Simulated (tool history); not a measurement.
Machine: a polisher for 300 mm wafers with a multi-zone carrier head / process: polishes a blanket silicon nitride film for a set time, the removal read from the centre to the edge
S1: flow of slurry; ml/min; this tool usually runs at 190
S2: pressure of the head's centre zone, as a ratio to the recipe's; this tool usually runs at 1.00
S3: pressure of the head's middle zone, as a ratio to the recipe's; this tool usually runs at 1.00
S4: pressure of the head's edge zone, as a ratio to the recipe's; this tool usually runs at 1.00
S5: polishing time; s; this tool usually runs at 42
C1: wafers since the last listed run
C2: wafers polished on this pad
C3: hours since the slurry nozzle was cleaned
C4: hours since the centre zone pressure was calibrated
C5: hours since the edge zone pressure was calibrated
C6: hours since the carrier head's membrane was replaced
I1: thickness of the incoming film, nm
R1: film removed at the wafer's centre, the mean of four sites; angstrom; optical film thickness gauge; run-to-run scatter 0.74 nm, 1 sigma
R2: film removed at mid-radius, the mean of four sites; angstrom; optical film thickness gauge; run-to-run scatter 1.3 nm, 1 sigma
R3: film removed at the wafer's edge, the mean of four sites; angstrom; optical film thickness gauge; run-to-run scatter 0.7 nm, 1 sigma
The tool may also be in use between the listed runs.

{"run": 1, "hour": 0.0, "S1": 160, "S2": 1.0, "S3": 1.0, "S4": 1.0, "S5": 42, "C1": 0, "C2": 844, "C3": 266.6, "C4": 295.1, "C5": 1078.2, "C6": 1039.2, "I1": 686.1, "R1": 881, "R2": 883, "R3": 886}
{"hour": 26.8, "done": "centre zone pressure recalibrated"}
{"run": 2, "hour": 27.3, "S1": 160, "S2": 1.0, "S3": 1.0, "S4": 1.0, "S5": 42, "C1": 211, "C2": 1055, "C3": 293.9, "C4": 0.5, "C5": 1105.5, "C6": 1066.5, "I1": 676.6, "R1": 875, "R2": 875, "R3": 896}
{"hour": 39.5, "done": "slurry nozzle cleaned"}
{"hour": 59.1, "done": "worn pad replaced by a new one"}
{"run": 3, "hour": 59.6, "S1": 160, "S2": 1.0, "S3": 1.0, "S4": 1.0, "S5": 42, "C1": 227, "C2": 3, "C3": 20.1, "C4": 32.8, "C5": 1137.8, "C6": 1098.8, "I1": 689.5, "R1": 934, "R2": 927, "R3": 939}
{"run": 4, "hour": 88.7, "S1": 190, "S2": 1.0, "S3": 1.0, "S4": 1.0, "S5": 42, "C1": 242, "C2": 246, "C3": 49.2, "C4": 61.9, "C5": 1166.9, "C6": 1127.9, "I1": 694.9, "R1": 942, "R2": 962, "R3": 954}
{"run": 5, "hour": 179.3, "S1": 190, "S2": 1.0, "S3": 1.0, "S4": 1.0, "S5": 42, "C1": 755, "C2": 1002, "C3": 139.8, "C4": 152.5, "C5": 1257.5, "C6": 1218.5, "I1": 694.8, "R1": 908, "R2": 915, "R3": 927}
{"run": 6, "hour": 194.3, "S1": 225, "S2": 1.0, "S3": 0.92, "S4": 1.0, "S5": 42, "C1": 125, "C2": 1127, "C3": 154.8, "C4": 167.5, "C5": 1272.5, "C6": 1233.5, "I1": 691.8, "R1": 934, "R2": 889, "R3": 943}
{"run": 7, "hour": 215.2, "S1": 225, "S2": 1.0, "S3": 0.92, "S4": 1.0, "S5": 42, "C1": 174, "C2": 1301, "C3": 175.7, "C4": 188.4, "C5": 1293.4, "C6": 1254.4, "I1": 691.9, "R1": 934, "R2": 881, "R3": 925}
{"hour": 242.8, "done": "worn pad replaced by a new one"}
{"run": 8, "hour": 243.3, "S1": 190, "S2": 1.0, "S3": 1.0, "S4": 1.0, "S5": 42, "C1": 201, "C2": 4, "C3": 203.8, "C4": 216.5, "C5": 1321.5, "C6": 1282.5, "I1": 698.6, "R1": 843, "R2": 850, "R3": 842}
{"run": 9, "hour": 273.8, "S1": 190, "S2": 1.1, "S3": 1.0, "S4": 0.93, "S5": 53, "C1": 254, "C2": 258, "C3": 234.3, "C4": 247.0, "C5": 1352.0, "C6": 1313.0, "I1": 699.7, "R1": 1154, "R2": 1044, "R3": 1021}
{"hour": 287.2, "done": "carrier head's membrane replaced by a new one"}
{"run": 10, "hour": 291.4, "S1": 190, "S2": 0.89, "S3": 1.0, "S4": 1.11, "S5": 42, "C1": 105, "C2": 363, "C3": 251.9, "C4": 264.6, "C5": 1369.6, "C6": 4.2, "I1": 697.6, "R1": 734, "R2": 799, "R3": 869}
{"hour": 334.0, "done": "worn pad replaced by a new one, repeated, since the last time left the tool worse"}
{"hour": 342.1, "done": "slurry nozzle cleaned"}
{"run": 11, "hour": 367.4, "S1": 190, "S2": 1.0, "S3": 1.1, "S4": 0.9, "S5": 53, "C1": 592, "C2": 270, "C3": 25.3, "C4": 340.6, "C5": 1445.6, "C6": 80.2, "I1": 677.8, "R1": 1183, "R2": 1214, "R3": 1154}
{"run": 12, "hour": 391.1, "S1": 190, "S2": 1.0, "S3": 1.0, "S4": 1.0, "S5": 42, "C1": 197, "C2": 468, "C3": 49.0, "C4": 364.3, "C5": 1469.3, "C6": 103.9, "I1": 695.8, "R1": 924, "R2": 951, "R3": 942}
{"hour": 406.2, "done": "centre zone pressure recalibrated"}
{"hour": 414.6, "done": "edge zone pressure recalibrated"}
{"run": 13, "hour": 441.5, "S1": 160, "S2": 1.0, "S3": 1.0, "S4": 1.0, "S5": 42, "C1": 387, "C2": 855, "C3": 99.4, "C4": 35.3, "C5": 26.9, "C6": 154.3, "I1": 677.8, "R1": 872, "R2": 895, "R3": 903}
{"run": 14, "hour": 470.7, "S1": 190, "S2": 1.0, "S3": 1.0, "S4": 0.89, "S5": 42, "C1": 243, "C2": 1098, "C3": 128.6, "C4": 64.5, "C5": 56.1, "C6": 183.5, "I1": 685.6, "R1": 888, "R2": 910, "R3": 875}
{"run": 15, "hour": 486.4, "S1": 190, "S2": 1.0, "S3": 0.91, "S4": 1.0, "S5": 42, "C1": 130, "C2": 1229, "C3": 144.3, "C4": 80.2, "C5": 71.8, "C6": 199.2, "I1": 688.8, "R1": 903, "R2": 848, "R3": 913}
{"hour": 504.4, "done": "worn pad replaced by a new one"}
{"run": 16, "hour": 522.0, "S1": 250, "S2": 1.0, "S3": 1.0, "S4": 1.0, "S5": 42, "C1": 263, "C2": 147, "C3": 179.9, "C4": 115.8, "C5": 107.4, "C6": 234.8, "I1": 677.6, "R1": 982, "R2": 992, "R3": 988}
{"run": 17, "hour": 552.8, "S1": 165, "S2": 0.91, "S3": 0.89, "S4": 1.0, "S5": 42, "C1": 256, "C2": 404, "C3": 210.7, "C4": 146.6, "C5": 138.2, "C6": 265.6, "I1": 681.8, "R1": 825, "R2": 844, "R3": 935}

Forecast each of these 5 alternatives for the next run:
{"run": "A", "hour": 553.2, "S1": 190, "S2": 1.0, "S3": 1.0, "S4": 1.0, "S5": 42, "C1": 3, "C2": 407, "C3": 211.1, "C4": 147.0, "C5": 138.6, "C6": 266.0, "I1": 683.5, "R1": "?", "R2": "?", "R3": "?"}
{"run": "B", "hour": 553.2, "S1": 210, "S2": 1.05, "S3": 1.0, "S4": 1.07, "S5": 56, "C1": 3, "C2": 407, "C3": 211.1, "C4": 147.0, "C5": 138.6, "C6": 266.0, "I1": 683.5, "R1": "?", "R2": "?", "R3": "?"}
{"run": "C", "hour": 553.2, "S1": 250, "S2": 0.9, "S3": 1.0, "S4": 0.93, "S5": 42, "C1": 3, "C2": 407, "C3": 211.1, "C4": 147.0, "C5": 138.6, "C6": 266.0, "I1": 683.5, "R1": "?", "R2": "?", "R3": "?"}
{"run": "D", "hour": 553.2, "S1": 190, "S2": 1.04, "S3": 1.04, "S4": 1.0, "S5": 42, "C1": 3, "C2": 407, "C3": 211.1, "C4": 147.0, "C5": 138.6, "C6": 266.0, "I1": 683.5, "R1": "?", "R2": "?", "R3": "?"}
{"run": "E", "hour": 553.2, "S1": 240, "S2": 1.05, "S3": 0.9, "S4": 1.0, "S5": 35, "C1": 3, "C2": 407, "C3": 211.1, "C4": 147.0, "C5": 138.6, "C6": 266.0, "I1": 683.5, "R1": "?", "R2": "?", "R3": "?"}

run=A R1=922 R2=913 R3=949
run=B R1=1311 R2=1235 R3=1323
run=C R1=869 R2=948 R3=943
run=D R1=958 R2=935 R3=949
run=E R1=835 R2=739 R3=811
Had the tool no hidden state, the same runs would have come out as:
run=A R1=940 R2=930 R3=967
run=B R1=1336 R2=1259 R3=1348
run=C R1=886 R2=966 R3=961
run=D R1=977 R2=952 R3=967
run=E R1=851 R2=753 R3=827
